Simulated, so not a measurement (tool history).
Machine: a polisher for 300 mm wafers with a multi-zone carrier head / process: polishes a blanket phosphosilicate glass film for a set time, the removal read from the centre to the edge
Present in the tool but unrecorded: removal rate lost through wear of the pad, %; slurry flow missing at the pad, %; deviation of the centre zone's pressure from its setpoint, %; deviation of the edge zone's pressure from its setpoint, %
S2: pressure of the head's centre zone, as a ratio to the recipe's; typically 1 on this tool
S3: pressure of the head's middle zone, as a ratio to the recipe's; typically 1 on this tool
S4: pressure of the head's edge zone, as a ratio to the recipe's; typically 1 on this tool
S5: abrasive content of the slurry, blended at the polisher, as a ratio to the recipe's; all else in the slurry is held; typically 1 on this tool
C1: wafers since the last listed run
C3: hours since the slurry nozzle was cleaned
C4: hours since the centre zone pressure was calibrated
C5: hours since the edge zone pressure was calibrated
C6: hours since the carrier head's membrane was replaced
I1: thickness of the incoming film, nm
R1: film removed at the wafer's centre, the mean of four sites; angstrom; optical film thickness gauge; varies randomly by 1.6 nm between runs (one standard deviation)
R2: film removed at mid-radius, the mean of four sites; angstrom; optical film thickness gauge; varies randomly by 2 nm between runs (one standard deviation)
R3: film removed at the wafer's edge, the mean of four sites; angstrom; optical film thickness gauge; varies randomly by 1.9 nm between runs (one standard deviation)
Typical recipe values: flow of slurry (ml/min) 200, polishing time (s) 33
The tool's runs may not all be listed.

{"run": 1, "hour": 0.0, "flow of slurry (ml/min)": 200, "S2": 1, "S3": 1, "S4": 0.97, "S5": 1, "polishing time (s)": 33, "C1": 0, "wafers polished on this pad": 605, "C3": 232.6, "C4": 160.6, "C5": 449.9, "C6": 1271.4, "I1": 4091.4, "R1": 2405, "R2": 2601, "R3": 2557}
{"hour": 4.5, "done": "slurry nozzle cleaned"}
{"hour": 149.2, "done": "worn pad replaced by a new one"}
{"run": 2, "hour": 195.0, "flow of slurry (ml/min)": 200, "S2": 1, "S3": 1, "S4": 0.97, "S5": 1, "polishing time (s)": 33, "C1": 1887, "wafers polished on this pad": 454, "C3": 190.5, "C4": 355.6, "C5": 644.9, "C6": 1466.4, "I1": 4128.8, "R1": 2343, "R2": 2611, "R3": 2528}
{"run": 3, "hour": 245.2, "flow of slurry (ml/min)": 200, "S2": 1, "S3": 1, "S4": 1, "S5": 1, "polishing time (s)": 33, "C1": 498, "wafers polished on this pad": 953, "C3": 240.7, "C4": 405.8, "C5": 695.1, "C6": 1516.6, "I1": 4101.4, "R1": 2352, "R2": 2652, "R3": 2604}
{"run": 4, "hour": 287.6, "flow of slurry (ml/min)": 200, "S2": 1, "S3": 1, "S4": 1, "S5": 1, "polishing time (s)": 33, "C1": 421, "wafers polished on this pad": 1374, "C3": 283.1, "C4": 448.2, "C5": 737.5, "C6": 1559, "I1": 4159.5, "R1": 2312, "R2": 2597, "R3": 2570}
{"hour": 295.2, "done": "slurry nozzle cleaned"}
{"run": 5, "hour": 352.3, "flow of slurry (ml/min)": 200, "S2": 1, "S3": 1, "S4": 1, "S5": 1, "polishing time (s)": 33, "C1": 632, "wafers polished on this pad": 2007, "C3": 57.1, "C4": 512.9, "C5": 802.2, "C6": 1623.7, "I1": 4099.3, "R1": 2359, "R2": 2675, "R3": 2664}
{"hour": 381.9, "done": "worn pad replaced by a new one"}
{"run": 6, "hour": 402.5, "flow of slurry (ml/min)": 200, "S2": 1, "S3": 1, "S4": 1, "S5": 1, "polishing time (s)": 33, "C1": 459, "wafers polished on this pad": 204, "C3": 107.3, "C4": 563.1, "C5": 852.4, "C6": 1673.9, "I1": 4076.2, "R1": 2355, "R2": 2631, "R3": 2598}
{"run": 7, "hour": 461.8, "flow of slurry (ml/min)": 200, "S2": 1, "S3": 1, "S4": 1, "S5": 1, "polishing time (s)": 33, "C1": 589, "wafers polished on this pad": 794, "C3": 166.6, "C4": 622.4, "C5": 911.7, "C6": 1733.2, "I1": 4120.8, "R1": 2306, "R2": 2614, "R3": 2605}
{"run": 8, "hour": 530.0, "flow of slurry (ml/min)": 200, "S2": 1, "S3": 1, "S4": 1, "S5": 1, "polishing time (s)": 33, "C1": 677, "wafers polished on this pad": 1471, "C3": 234.8, "C4": 690.6, "C5": 979.9, "C6": 1801.4, "I1": 4022.5, "R1": 2333, "R2": 2625, "R3": 2619}
{"hour": 536.7, "done": "slurry nozzle cleaned"}
{"hour": 570.7, "done": "centre zone pressure recalibrated"}
{"run": 9, "hour": 594.2, "flow of slurry (ml/min)": 200, "S2": 1, "S3": 1.08, "S4": 1, "S5": 1, "polishing time (s)": 33, "C1": 608, "wafers polished on this pad": 2079, "C3": 57.5, "C4": 23.5, "C5": 1044.1, "C6": 1865.6, "I1": 4089.9, "R1": 2579, "R2": 2797, "R3": 2628}
{"hour": 607.0, "done": "worn pad replaced by a new one"}
{"run": 10, "hour": 657.8, "flow of slurry (ml/min)": 200, "S2": 1, "S3": 1, "S4": 1, "S5": 1, "polishing time (s)": 33, "C1": 592, "wafers polished on this pad": 505, "C3": 121.1, "C4": 87.1, "C5": 1107.7, "C6": 1929.2, "I1": 4093.6, "R1": 2509, "R2": 2685, "R3": 2621}
{"hour": 690.5, "done": "edge zone pressure recalibrated"}
{"run": 11, "hour": 729.4, "flow of slurry (ml/min)": 200, "S2": 1, "S3": 1, "S4": 1, "S5": 1, "polishing time (s)": 25, "C1": 691, "wafers polished on this pad": 1196, "C3": 192.7, "C4": 158.7, "C5": 38.9, "C6": 2000.8, "I1": 4157.5, "R1": 1857, "R2": 1998, "R3": 1959}
{"run": 12, "hour": 758.7, "flow of slurry (ml/min)": 200, "S2": 1, "S3": 1, "S4": 1.07, "S5": 1.25, "polishing time (s)": 33, "C1": 291, "wafers polished on this pad": 1487, "C3": 222, "C4": 188, "C5": 68.2, "C6": 2030.1, "I1": 4009.4, "R1": 2652, "R2": 2848, "R3": 2959}
{"hour": 789.7, "done": "carrier head's membrane replaced by a new one"}
{"hour": 823.8, "done": "worn pad replaced by a new one"}
{"run": 13, "hour": 824.3, "flow of slurry (ml/min)": 200, "S2": 1, "S3": 1, "S4": 1, "S5": 1, "polishing time (s)": 38, "C1": 562, "wafers polished on this pad": 5, "C3": 287.6, "C4": 253.6, "C5": 133.8, "C6": 34.6, "I1": 4092.7, "R1": 2753, "R2": 3007, "R3": 3002}
{"hour": 838.2, "done": "slurry nozzle cleaned"}
{"run": 14, "hour": 879.0, "flow of slurry (ml/min)": 200, "S2": 1.04, "S3": 1, "S4": 1.09, "S5": 1.1, "polishing time (s)": 25, "C1": 533, "wafers polished on this pad": 538, "C3": 40.8, "C4": 308.3, "C5": 188.5, "C6": 89.3, "I1": 4075.9, "R1": 1990, "R2": 2104, "R3": 2170}
{"run": 15, "hour": 923.0, "flow of slurry (ml/min)": 200, "S2": 1, "S3": 1, "S4": 1, "S5": 1, "polishing time (s)": 33, "C1": 437, "wafers polished on this pad": 976, "C3": 84.8, "C4": 352.3, "C5": 232.5, "C6": 133.3, "I1": 4085.1, "R1": 2413, "R2": 2693, "R3": 2620}
{"run": 16, "hour": 980.7, "flow of slurry (ml/min)": 200, "S2": 1, "S3": 1.08, "S4": 0.96, "S5": 1, "polishing time (s)": 33, "C1": 573, "wafers polished on this pad": 1549, "C3": 142.5, "C4": 410, "C5": 290.2, "C6": 191, "I1": 4102.5, "R1": 2410, "R2": 2715, "R3": 2548}
{"run": 17, "hour": 1027.0, "flow of slurry (ml/min)": 200, "S2": 1, "S3": 0.96, "S4": 0.93, "S5": 0.75, "polishing time (s)": 33, "C1": 460, "wafers polished on this pad": 2009, "C3": 188.8, "C4": 456.3, "C5": 336.5, "C6": 237.3, "I1": 4094, "R1": 2062, "R2": 2265, "R3": 2218}
{"hour": 1044.0, "done": "worn pad replaced by a new one"}
{"run": 18, "hour": 1075.6, "flow of slurry (ml/min)": 200, "S2": 1, "S3": 1, "S4": 1, "S5": 1, "polishing time (s)": 33, "C1": 443, "wafers polished on this pad": 314, "C3": 237.4, "C4": 504.9, "C5": 385.1, "C6": 285.9, "I1": 4059, "R1": 2342, "R2": 2602, "R3": 2597}

What the log doesn't show, run by run:
removal rate lost through wear of the pad, %: 0 in every run
deviation of the edge zone's pressure from its setpoint, %: 0 in every run
H1: slurry flow missing at the pad, %
H2: deviation of the centre zone's pressure from its setpoint, %
run=1 H1=37.5 H2=-5.98
run=2 H1=34.7 H2=-9.27
run=3 H1=36.5 H2=-9.73
run=4 H1=37.4 H2=-10.1
run=5 H1=19.4 H2=-10.4
run=6 H1=27.3 H2=-10.7
run=7 H1=32.3 H2=-10.9
run=8 H1=35.2 H2=-11
run=9 H1=16.6 H2=-0.465
run=10 H1=25.8 H2=-3.14
run=11 H1=30.8 H2=-5.33
run=12 H1=31.9 H2=-6.04
run=13 H1=33.4 H2=-7.32
run=14 H1=13.4 H2=-8.13
run=15 H1=21.9 H2=-8.64
run=16 H1=28.3 H2=-9.17
run=17 H1=31.1 H2=-9.51
run=18 H1=32.9 H2=-9.79

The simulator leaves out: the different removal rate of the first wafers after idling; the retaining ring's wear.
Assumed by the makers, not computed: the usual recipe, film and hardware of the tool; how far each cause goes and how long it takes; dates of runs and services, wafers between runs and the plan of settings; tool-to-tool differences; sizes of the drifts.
